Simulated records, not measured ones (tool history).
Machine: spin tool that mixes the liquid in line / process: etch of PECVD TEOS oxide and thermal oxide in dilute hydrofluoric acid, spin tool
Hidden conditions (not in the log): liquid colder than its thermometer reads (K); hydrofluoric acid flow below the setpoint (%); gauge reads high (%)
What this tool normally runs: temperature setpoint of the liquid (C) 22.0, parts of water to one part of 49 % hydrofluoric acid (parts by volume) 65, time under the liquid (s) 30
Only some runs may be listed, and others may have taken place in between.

run   hour  temperature setpoint of the liquid (C)  parts of water to one part of 49 % hydrofluoric acid (parts by volume)  time under the liquid (s)  wafers since the last listed run  hours since the thermometer was replaced  hours since the hydrofluoric acid flow meter was replaced  hours since the gauge calibration  read-back film thickness of the PECVD TEOS oxide reference wafer, read on the same gauge (nm)  read-back film thickness of the thermal oxide reference wafer, read on the same gauge (nm)  thickness taken off the PECVD TEOS oxide on a monitor wafer (Å)  thickness taken off the thermal oxide on a monitor wafer (Å)
  1    0.0                                    22.0                                                                      40                         30                                 0                                       0.9                                                     1192.7                                1.9                                                                                          90.00                                                                                      80.002                                                            156.7                                                         36.52
  2    7.6                                    22.0                                                                      40                         30                                95                                       8.5                                                     1200.3                                9.5                                                                                          89.96                                                                                      80.019                                                            157.3                                                         35.51
  3   25.6                                    22.0                                                                      40                         30                               225                                      26.5                                                     1218.3                               27.5                                                                                          89.99                                                                                      80.028                                                            156.7                                                         35.73
  4   40.0                                    22.0                                                                      65                         30                               180                                      40.9                                                     1232.7                               41.9                                                                                          90.02                                                                                      80.030                                                             93.4                                                         21.96
  5   48.2                                    22.0                                                                      65                         30                               102                                      49.1                                                     1240.9                               50.1                                                                                          90.00                                                                                      80.007                                                             93.1                                                         21.51
  6   56.3                                    22.0                                                                      65                         30                               101                                      57.2                                                     1249.0                               58.2                                                                                          89.98                                                                                      80.004                                                             93.3                                                         21.83
  7   64.6                                    17.0                                                                      35                         15                               104                                      65.5                                                     1257.3                               66.5                                                                                          89.98                                                                                      79.995                                                             72.8                                                         16.92
  8   78.5                                    22.0                                                                      55                         40                               174                                      79.4                                                     1271.2                               80.4                                                                                          90.01                                                                                      79.985                                                            148.0                                                         33.77
  9   95.1                                    26.0                                                                      80                         25                               208                                      96.0                                                     1287.8                               97.0                                                                                          89.99                                                                                      80.029                                                             72.5                                                         16.72
     107.2  -- hydrofluoric acid flow meter replaced
 10  107.7                                    25.0                                                                      65                         30                               145                                     108.6                                                        0.5                              109.6                                                                                          90.01                                                                                      80.015                                                            111.5                                                         25.90
 11  122.8                                    25.0                                                                      80                         20                               189                                     123.7                                                       15.6                              124.7                                                                                          89.98                                                                                      79.986                                                             59.3                                                         14.05
 12  131.0                                    18.5                                                                      65                         15                               102                                     131.9                                                       23.8                              132.9                                                                                          90.00                                                                                      80.004                                                             42.5                                                          9.82
 13  147.1                                    22.0                                                                      75                         30                               201                                     148.0                                                       39.9                              149.0                                                                                          90.01                                                                                      79.998                                                             84.5                                                         19.56
 14  156.0                                    23.5                                                                      95                         45                               111                                     156.9                                                       48.8                              157.9                                                                                          90.00                                                                                      80.012                                                            104.0                                                         24.33
 15  171.4                                    19.0                                                                      45                         50                               193                                     172.3                                                       64.2                              173.3                                                                                          89.99                                                                                      80.031                                                            215.7                                                         50.53
 16  186.6                                    20.0                                                                      90                         45                               190                                     187.5                                                       79.4                              188.5                                                                                          90.00                                                                                      80.033                                                             96.0                                                         22.26
 17  193.4                                    18.0                                                                      85                         30                                85                                     194.3                                                       86.2                              195.3                                                                                          90.01                                                                                      80.016                                                             62.2                                                         14.48
 18  206.3                                    24.0                                                                      65                         30                               161                                     207.2                                                       99.1                              208.2                                                                                          89.98                                                                                      79.966                                                            106.6                                                         24.10
 19  218.2                                    23.5                                                                      65                         20                               149                                     219.1                                                      111.0                              220.1                                                                                          90.01                                                                                      80.003                                                             69.7                                                         15.97
 20  233.7                                    22.0                                                                      65                         30                               194                                     234.6                                                      126.5                              235.6                                                                                          90.02                                                                                      79.996                                                             98.3                                                         22.81
 21  244.0                                    26.0                                                                      45                         25                               129                                     244.9                                                      136.8                              245.9                                                                                          90.01                                                                                      79.994                                                            143.8                                                         32.85
 22  253.1                                    25.0                                                                      50                         30                               114                                     254.0                                                      145.9                              255.0                                                                                          89.99                                                                                      80.003                                                            147.4                                                         34.21
 23  268.7                                    22.0                                                                      65                         30                               195                                     269.6                                                      161.5                              270.6                                                                                          90.03                                                                                      79.984                                                             97.8                                                         22.42
 24  277.8                                    22.0                                                                      55                         15                               114                                     278.7                                                      170.6                              279.7                                                                                          89.99                                                                                      80.011                                                             59.0                                                         13.43

The next listed run, before its measurement:
 25  285.0                                    22.0                                                                      65                         30                                90                                     285.9                                                      177.8                              286.9                                                                                              ?                                                                                           ?                                                                ?                                                             ?

Run 25 yielded read-back film thickness of the PECVD TEOS oxide reference wafer, read on the same gauge (nm) 89.99, read-back film thickness of the thermal oxide reference wafer, read on the same gauge (nm) 80.028, thickness taken off the PECVD TEOS oxide on a monitor wafer (Å) 98.4, thickness taken off the thermal oxide on a monitor wafer (Å) 22.22.
On a tool with no hidden condition, and with the same random variation, this run would have come out at thickness taken off the PECVD TEOS oxide on a monitor wafer (Å) 99.4, thickness taken off the thermal oxide on a monitor wafer (Å) 22.45.

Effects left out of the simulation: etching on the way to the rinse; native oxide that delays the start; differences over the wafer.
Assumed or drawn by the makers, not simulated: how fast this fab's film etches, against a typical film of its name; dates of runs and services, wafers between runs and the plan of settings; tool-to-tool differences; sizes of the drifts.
